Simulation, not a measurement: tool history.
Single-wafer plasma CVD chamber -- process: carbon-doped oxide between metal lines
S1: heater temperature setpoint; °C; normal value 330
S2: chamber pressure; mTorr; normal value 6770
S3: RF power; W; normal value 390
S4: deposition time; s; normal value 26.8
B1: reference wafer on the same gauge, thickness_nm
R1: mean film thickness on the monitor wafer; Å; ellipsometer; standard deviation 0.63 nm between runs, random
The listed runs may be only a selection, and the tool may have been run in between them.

run,day,S1,S2,S3,S4,B1,R1
1,0.000,330,6770,360,26.8,123.069,1119.99
2,1.279,320,6770,390,26.8,123.097,1246.42
3,1.788,320,6770,390,26.8,123.013,1237.00
4,2.708,320,6770,390,26.8,123.045,1245.84
5,4.012,337,6770,390,26.8,122.894,1179.60
6,4.612,330,6770,390,26.8,123.073,1200.37
# day 5.071: RF generator calibrated
7,5.292,330,6770,390,26.8,122.904,1284.82
8,6.729,325,6770,415,26.8,123.107,1360.61
9,7.417,330,6770,390,22.3,123.027,1063.02
# day 7.625: gauge calibrated
10,8.896,320,5370,445,21.4,122.861,1130.19
11,10.525,330,7650,390,26.8,123.080,1267.14
12,11.729,323,6770,390,26.8,122.925,1288.36
13,12.858,335,6770,390,25.2,122.922,1157.93
14,13.750,330,6770,390,26.8,122.976,1261.20
# day 15.046: thermocouple changed; heater temperature recalibrated
# day 15.192: showerhead replaced
15,15.250,330,6770,390,26.8,123.013,1249.67
16,16.112,330,6770,390,24.6,122.955,1157.33
17,17.333,330,6770,390,30.0,122.942,1411.46
18,18.188,330,6770,320,26.8,123.123,1048.94
19,19.121,338,6770,320,26.8,122.981,1027.33
20,20.450,339,7290,465,28.3,123.191,1479.07
# day 21.092: capacitance manometer re-zeroed and calibrated
21,21.258,330,6770,390,26.8,122.897,1254.30
22,22.221,330,6770,390,26.8,122.838,1237.52
23,23.162,330,6770,390,23.0,122.958,1065.01
24,26.842,337,7920,425,22.8,122.946,1120.19
25,27.812,334,6770,390,32.0,123.064,1453.99

Run 26 has not been measured yet. What should we expect?
26,29.292,341,8140,350,26.8,?,?

For run 26 the tool returned B1 123.116, R1 1097.09 Å.
Were there no unlogged condition in the tool, this run, its random variation unchanged, would have produced R1 1149.78 Å.

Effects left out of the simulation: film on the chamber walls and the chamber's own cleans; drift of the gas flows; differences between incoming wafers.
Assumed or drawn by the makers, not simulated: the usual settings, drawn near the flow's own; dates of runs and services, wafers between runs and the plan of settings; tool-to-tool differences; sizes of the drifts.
